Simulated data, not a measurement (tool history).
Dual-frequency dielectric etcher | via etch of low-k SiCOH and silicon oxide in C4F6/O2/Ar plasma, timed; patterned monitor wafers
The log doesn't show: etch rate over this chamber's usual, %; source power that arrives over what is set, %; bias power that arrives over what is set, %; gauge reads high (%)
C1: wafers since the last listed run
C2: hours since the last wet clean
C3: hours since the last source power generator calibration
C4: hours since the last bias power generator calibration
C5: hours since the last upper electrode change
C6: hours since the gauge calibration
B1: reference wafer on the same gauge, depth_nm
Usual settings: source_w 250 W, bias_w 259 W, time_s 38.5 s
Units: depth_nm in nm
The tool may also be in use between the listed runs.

{"run": 1, "hour": 0.0, "source_w": 250, "bias_w": 259, "time_s": 38.5, "C1": 0, "C2": 566.9, "C3": 5270.3, "C4": 3625.6, "C5": 5499.6, "C6": 300, "B1": 94.6, "depth_nm": 100.9}
{"run": 2, "hour": 8.8, "source_w": 250, "bias_w": 259, "time_s": 38.5, "C1": 167, "C2": 575.7, "C3": 5279.1, "C4": 3634.4, "C5": 5508.4, "C6": 308.8, "B1": 94.6, "depth_nm": 100.9}
{"hour": 35.7, "done": "wet clean of the chamber"}
{"run": 3, "hour": 36.2, "source_w": 250, "bias_w": 259, "time_s": 38.5, "C1": 64, "C2": 0.5, "C3": 5306.5, "C4": 3661.8, "C5": 5535.8, "C6": 336.2, "B1": 94.6, "depth_nm": 99.6}
{"run": 4, "hour": 37.8, "source_w": 250, "bias_w": 259, "time_s": 38.5, "C1": 30, "C2": 2.1, "C3": 5308.1, "C4": 3663.4, "C5": 5537.4, "C6": 337.8, "B1": 94.6, "depth_nm": 99.7}
{"run": 5, "hour": 48.5, "source_w": 250, "bias_w": 259, "time_s": 31.5, "C1": 204, "C2": 12.8, "C3": 5318.8, "C4": 3674.1, "C5": 5548.1, "C6": 348.5, "B1": 94.6, "depth_nm": 81.5}
{"hour": 69.8, "done": "source power generator calibrated"}
{"run": 6, "hour": 70.3, "source_w": 250, "bias_w": 259, "time_s": 38.5, "C1": 339, "C2": 34.6, "C3": 0.5, "C4": 3695.9, "C5": 5569.9, "C6": 370.3, "B1": 94.6, "depth_nm": 99.9}
{"run": 7, "hour": 77.2, "source_w": 250, "bias_w": 259, "time_s": 38.5, "C1": 131, "C2": 41.5, "C3": 7.4, "C4": 3702.8, "C5": 5576.8, "C6": 377.2, "B1": 94.6, "depth_nm": 99.7}
{"run": 8, "hour": 89.2, "source_w": 250, "bias_w": 259, "time_s": 38.5, "C1": 229, "C2": 53.5, "C3": 19.4, "C4": 3714.8, "C5": 5588.8, "C6": 389.2, "B1": 94.6, "depth_nm": 99.8}
{"run": 9, "hour": 104.9, "source_w": 250, "bias_w": 313, "time_s": 35, "C1": 299, "C2": 69.2, "C3": 35.1, "C4": 3730.5, "C5": 5604.5, "C6": 404.9, "B1": 94.6, "depth_nm": 95.8}
{"run": 10, "hour": 122.6, "source_w": 250, "bias_w": 276, "time_s": 38.5, "C1": 337, "C2": 86.9, "C3": 52.8, "C4": 3748.2, "C5": 5622.2, "C6": 422.6, "B1": 94.6, "depth_nm": 101.6}
{"run": 11, "hour": 137.7, "source_w": 250, "bias_w": 300, "time_s": 38.5, "C1": 288, "C2": 102, "C3": 67.9, "C4": 3763.3, "C5": 5637.3, "C6": 437.7, "B1": 94.5, "depth_nm": 104.6}
{"run": 12, "hour": 154.6, "source_w": 250, "bias_w": 290, "time_s": 38.5, "C1": 322, "C2": 118.9, "C3": 84.8, "C4": 3780.2, "C5": 5654.2, "C6": 454.6, "B1": 94.6, "depth_nm": 103.3}
{"run": 13, "hour": 165.9, "source_w": 250, "bias_w": 259, "time_s": 38.5, "C1": 215, "C2": 130.2, "C3": 96.1, "C4": 3791.5, "C5": 5665.5, "C6": 465.9, "B1": 94.6, "depth_nm": 100.1}
{"run": 14, "hour": 176.9, "source_w": 250, "bias_w": 259, "time_s": 38.5, "C1": 209, "C2": 141.2, "C3": 107.1, "C4": 3802.5, "C5": 5676.5, "C6": 476.9, "B1": 94.6, "depth_nm": 100.3}
{"hour": 203.9, "done": "upper electrode replaced"}
{"run": 15, "hour": 204.4, "source_w": 290, "bias_w": 243, "time_s": 47, "C1": 66, "C2": 168.7, "C3": 134.6, "C4": 3830, "C5": 0.5, "C6": 504.4, "B1": 94.6, "depth_nm": 125.9}
{"run": 16, "hour": 204.7, "source_w": 220, "bias_w": 259, "time_s": 29, "C1": 5, "C2": 169, "C3": 134.9, "C4": 3830.3, "C5": 0.8, "C6": 504.7, "B1": 94.6, "depth_nm": 72.4}
{"hour": 218.5, "done": "gauge calibrated"}
{"hour": 219.7, "done": "bias power generator calibrated"}
{"run": 17, "hour": 220.2, "source_w": 250, "bias_w": 259, "time_s": 38.5, "C1": 219, "C2": 184.5, "C3": 150.4, "C4": 0.5, "C5": 16.3, "C6": 1.7, "B1": 94.6, "depth_nm": 100.2}
{"run": 18, "hour": 230.2, "source_w": 210, "bias_w": 301, "time_s": 43, "C1": 190, "C2": 194.5, "C3": 160.4, "C4": 10.5, "C5": 26.3, "C6": 11.7, "B1": 94.6, "depth_nm": 110.7}
{"run": 19, "hour": 245.9, "source_w": 250, "bias_w": 259, "time_s": 38.5, "C1": 299, "C2": 210.2, "C3": 176.1, "C4": 26.2, "C5": 42, "C6": 27.4, "B1": 94.6, "depth_nm": 100.3}
{"run": 20, "hour": 253.5, "source_w": 310, "bias_w": 319, "time_s": 38.5, "C1": 145, "C2": 217.8, "C3": 183.7, "C4": 33.8, "C5": 49.6, "C6": 35, "B1": 94.6, "depth_nm": 113.6}
{"run": 21, "hour": 262.7, "source_w": 250, "bias_w": 259, "time_s": 38.5, "C1": 175, "C2": 227, "C3": 192.9, "C4": 43, "C5": 58.8, "C6": 44.2, "B1": 94.6, "depth_nm": 100.1}
{"run": 22, "hour": 269.4, "source_w": 280, "bias_w": 305, "time_s": 27, "C1": 127, "C2": 233.7, "C3": 199.6, "C4": 49.7, "C5": 65.5, "C6": 50.9, "B1": 94.6, "depth_nm": 76.3}
{"run": 23, "hour": 283.6, "source_w": 290, "bias_w": 259, "time_s": 32.5, "C1": 271, "C2": 247.9, "C3": 213.8, "C4": 63.9, "C5": 79.7, "C6": 65.1, "B1": 94.6, "depth_nm": 88.6}
{"run": 24, "hour": 300.0, "source_w": 250, "bias_w": 259, "time_s": 38.5, "C1": 313, "C2": 264.3, "C3": 230.2, "C4": 80.3, "C5": 96.1, "C6": 81.5, "B1": 94.6, "depth_nm": 100.3}
{"run": 25, "hour": 317.3, "source_w": 250, "bias_w": 259, "time_s": 35, "C1": 330, "C2": 281.6, "C3": 247.5, "C4": 97.6, "C5": 113.4, "C6": 98.8, "B1": 94.6, "depth_nm": 91.2}
{"run": 26, "hour": 334.7, "source_w": 280, "bias_w": 259, "time_s": 38.5, "C1": 332, "C2": 299, "C3": 264.9, "C4": 115, "C5": 130.8, "C6": 116.2, "B1": 94.6, "depth_nm": 104.1}
{"run": 27, "hour": 343.1, "source_w": 190, "bias_w": 259, "time_s": 38.5, "C1": 160, "C2": 307.4, "C3": 273.3, "C4": 123.4, "C5": 139.2, "C6": 124.6, "B1": 94.6, "depth_nm": 92.7}
{"run": 28, "hour": 353.1, "source_w": 250, "bias_w": 259, "time_s": 28.5, "C1": 190, "C2": 317.4, "C3": 283.3, "C4": 133.4, "C5": 149.2, "C6": 134.6, "B1": 94.6, "depth_nm": 74.5}
{"run": 29, "hour": 364.1, "source_w": 250, "bias_w": 259, "time_s": 38.5, "C1": 209, "C2": 328.4, "C3": 294.3, "C4": 144.4, "C5": 160.2, "C6": 145.6, "B1": 94.6, "depth_nm": 100.7}

Forecast each of these 5 alternatives for the next run:
{"run": "A", "hour": 364.5, "source_w": 250, "bias_w": 259, "time_s": 48, "C1": 7, "C2": 328.8, "C3": 294.7, "C4": 144.8, "C5": 160.6, "C6": 146, "B1": "?", "depth_nm": "?"}
{"run": "B", "hour": 364.5, "source_w": 220, "bias_w": 231, "time_s": 47, "C1": 7, "C2": 328.8, "C3": 294.7, "C4": 144.8, "C5": 160.6, "C6": 146, "B1": "?", "depth_nm": "?"}
{"run": "C", "hour": 364.5, "source_w": 200, "bias_w": 221, "time_s": 31, "C1": 7, "C2": 328.8, "C3": 294.7, "C4": 144.8, "C5": 160.6, "C6": 146, "B1": "?", "depth_nm": "?"}
{"run": "D", "hour": 364.5, "source_w": 230, "bias_w": 313, "time_s": 48, "C1": 7, "C2": 328.8, "C3": 294.7, "C4": 144.8, "C5": 160.6, "C6": 146, "B1": "?", "depth_nm": "?"}
{"run": "E", "hour": 364.5, "source_w": 230, "bias_w": 234, "time_s": 44, "C1": 7, "C2": 328.8, "C3": 294.7, "C4": 144.8, "C5": 160.6, "C6": 146, "B1": "?", "depth_nm": "?"}

run=A B1=94.6 depth_nm=125.2
run=B B1=94.6 depth_nm=114.3
run=C B1=94.6 depth_nm=72.4
run=D B1=94.6 depth_nm=128.9
run=E B1=94.6 depth_nm=108.8
Without the tool's hidden state the same runs would have given:
run=A depth_nm=124.1
run=B depth_nm=113.2
run=C depth_nm=71.7
run=D depth_nm=127.8
run=E depth_nm=107.8

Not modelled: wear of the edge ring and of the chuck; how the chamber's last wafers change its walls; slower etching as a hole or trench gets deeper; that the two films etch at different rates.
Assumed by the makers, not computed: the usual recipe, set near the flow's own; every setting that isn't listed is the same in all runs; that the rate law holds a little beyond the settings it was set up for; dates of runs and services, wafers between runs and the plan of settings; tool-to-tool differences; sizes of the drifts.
